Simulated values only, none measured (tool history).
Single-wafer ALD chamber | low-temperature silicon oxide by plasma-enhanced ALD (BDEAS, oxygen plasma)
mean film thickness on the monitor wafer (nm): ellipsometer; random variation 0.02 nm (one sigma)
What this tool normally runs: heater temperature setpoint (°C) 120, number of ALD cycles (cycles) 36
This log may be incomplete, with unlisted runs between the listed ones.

run	day	heater temperature setpoint (°C)	number of ALD cycles (cycles)	read-back reference wafer on the same gauge, thickness_nm	mean film thickness on the monitor wafer (nm)
1	0.000	120	38	4.686	4.578
2	1.367	120	38	4.687	4.628
3	7.738	120	36	4.689	4.357
4	9.446	120	36	4.687	4.382
5	12.258	120	36	4.689	4.391
6	14.442	111	41	4.691	5.066
7	17.458	111	41	4.693	5.123
# day 20.217: gauge calibrated
8	20.408	111	41	4.694	5.069
9	22.550	107	33	4.685	4.101
10	25.329	120	36	4.682	4.403
11	28.262	129	43	4.694	5.144
12	30.588	126	31	4.683	3.738
# day 31.829: thermocouple changed; heater temperature recalibrated
13	32.967	120	36	4.698	4.401
14	34.658	135	36	4.689	4.250
15	36.442	114	40	4.692	4.935
16	38.871	115	40	4.692	4.927
17	40.983	131	36	4.689	4.283

Alternative continuations, all from the tool just after run 17; predict every row:
A	41.004	120	36	?	?
B	41.004	110	36	?	?
C	41.004	108	36	?	?
D	41.004	107	36	?	?

run	read-back reference wafer on the same gauge, thickness_nm	mean film thickness on the monitor wafer (nm)
A	4.691	4.381
B	4.691	4.456
C	4.691	4.471
D	4.691	4.479
Take away the tool's hidden state, keep each run's random variation, and the runs would have read:
run	mean film thickness on the monitor wafer (nm)
A	4.381
B	4.456
C	4.471
D	4.479
